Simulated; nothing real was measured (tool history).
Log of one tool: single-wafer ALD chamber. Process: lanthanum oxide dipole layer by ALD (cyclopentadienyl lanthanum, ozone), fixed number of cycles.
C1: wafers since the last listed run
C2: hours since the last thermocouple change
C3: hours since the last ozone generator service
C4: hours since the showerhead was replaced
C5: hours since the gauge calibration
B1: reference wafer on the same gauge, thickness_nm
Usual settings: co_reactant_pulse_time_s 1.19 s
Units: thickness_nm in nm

Run 1, hour 0.0: usual settings; C1 0; C2 1449.0; C3 612.3; C4 2788.1; C5 1103.3; B1 0.503. Result: thickness_nm 0.506 nm.
Run 2, hour 71.1: usual settings; C1 1094; C2 1520.1; C3 683.4; C4 2859.2; C5 1174.4; B1 0.503. Result: thickness_nm 0.505 nm.
Run 3, hour 130.8: usual settings; C1 918; C2 1579.8; C3 743.1; C4 2918.9; C5 1234.1; B1 0.503. Result: thickness_nm 0.507 nm.
Run 4, hour 171.3: usual settings; C1 623; C2 1620.3; C3 783.6; C4 2959.4; C5 1274.6; B1 0.503. Result: thickness_nm 0.505 nm.
Run 5, hour 224.7: usual settings; C1 821; C2 1673.7; C3 837.0; C4 3012.8; C5 1328.0; B1 0.503. Result: thickness_nm 0.506 nm.
Run 6, hour 279.0: usual settings; C1 835; C2 1728.0; C3 891.3; C4 3067.1; C5 1382.3; B1 0.503. Result: thickness_nm 0.508 nm.
At hour 288.5: thermocouple changed; heater temperature recalibrated.
Run 7, hour 316.3: usual settings; C1 450; C2 27.8; C3 928.6; C4 3104.4; C5 1419.6; B1 0.503. Result: thickness_nm 0.506 nm.
Run 8, hour 365.8: usual settings; C1 761; C2 77.3; C3 978.1; C4 3153.9; C5 1469.1; B1 0.503. Result: thickness_nm 0.506 nm.
Run 9, hour 406.1: usual settings; C1 620; C2 117.6; C3 1018.4; C4 3194.2; C5 1509.4; B1 0.503. Result: thickness_nm 0.507 nm.
Run 10, hour 447.1: usual settings; C1 631; C2 158.6; C3 1059.4; C4 3235.2; C5 1550.4; B1 0.503. Result: thickness_nm 0.507 nm.
Run 11, hour 494.9: usual settings; C1 735; C2 206.4; C3 1107.2; C4 3283.0; C5 1598.2; B1 0.503. Result: thickness_nm 0.507 nm.
Run 12, hour 521.6: usual settings; C1 410; C2 233.1; C3 1133.9; C4 3309.7; C5 1624.9; B1 0.503. Result: thickness_nm 0.507 nm.
Run 13, hour 583.4: usual settings but co_reactant_pulse_time_s 1.53 s; C1 951; C2 294.9; C3 1195.7; C4 3371.5; C5 1686.7; B1 0.503. Result: thickness_nm 0.529 nm.
Run 14, hour 614.9: usual settings; C1 484; C2 326.4; C3 1227.2; C4 3403.0; C5 1718.2; B1 0.503. Result: thickness_nm 0.506 nm.
At hour 659.7: gauge calibrated.
Run 15, hour 679.0: usual settings but co_reactant_pulse_time_s 0.81 s; C1 986; C2 390.5; C3 1291.3; C4 3467.1; C5 19.3; B1 0.503. Result: thickness_nm 0.454 nm.
Run 16, hour 893.1: usual settings but co_reactant_pulse_time_s 1.50 s; C1 3295; C2 604.6; C3 1505.4; C4 3681.2; C5 233.4; B1 0.503. Result: thickness_nm 0.528 nm.
At hour 915.9: showerhead replaced.
Run 17, hour 949.5: usual settings but co_reactant_pulse_time_s 0.88 s; C1 744; C2 661.0; C3 1561.8; C4 33.6; C5 289.8; B1 0.503. Result: thickness_nm 0.467 nm.
Run 18, hour 1016.3: usual settings; C1 1028; C2 727.8; C3 1628.6; C4 100.4; C5 356.6; B1 0.503. Result: thickness_nm 0.507 nm.
Run 19, hour 1042.1: usual settings but co_reactant_pulse_time_s 1.37 s; C1 397; C2 753.6; C3 1654.4; C4 126.2; C5 382.4; B1 0.503. Result: thickness_nm 0.522 nm.
Run 20, hour 1137.4: usual settings but co_reactant_pulse_time_s 0.79 s; C1 1466; C2 848.9; C3 1749.7; C4 221.5; C5 477.7; B1 0.503. Result: thickness_nm 0.449 nm.
At hour 1176.8: ozone generator serviced.
Run 21, hour 1177.3: usual settings but co_reactant_pulse_time_s 1.64 s; C1 490; C2 888.8; C3 0.5; C4 261.4; C5 517.6; B1 0.503. Result: thickness_nm 0.534 nm.
Run 22, hour 1224.3: usual settings but co_reactant_pulse_time_s 1.59 s; C1 723; C2 935.8; C3 47.5; C4 308.4; C5 564.6; B1 0.503. Result: thickness_nm 0.534 nm.
Run 23, hour 1250.9: usual settings but co_reactant_pulse_time_s 0.97 s; C1 409; C2 962.4; C3 74.1; C4 335.0; C5 591.2; B1 0.503. Result: thickness_nm 0.481 nm.
Run 24, hour 1300.5: usual settings; C1 763; C2 1012.0; C3 123.7; C4 384.6; C5 640.8; B1 0.503. Result: thickness_nm 0.506 nm.
Run 25, hour 1335.4: usual settings; C1 537; C2 1046.9; C3 158.6; C4 419.5; C5 675.7; B1 0.503. Result: thickness_nm 0.506 nm.

Run 26 comes next. What will it give?
Run 26, hour 1360.2: usual settings but co_reactant_pulse_time_s 0.88 s; C1 381; C2 1071.7; C3 183.4; C4 444.3; C5 700.5; B1 ?. Result: thickness_nm ?.

{"run 26": {"B1": 0.503, "thickness_nm": 0.466}}
Without the tool's hidden state the same run would have given thickness_nm 0.466 nm.

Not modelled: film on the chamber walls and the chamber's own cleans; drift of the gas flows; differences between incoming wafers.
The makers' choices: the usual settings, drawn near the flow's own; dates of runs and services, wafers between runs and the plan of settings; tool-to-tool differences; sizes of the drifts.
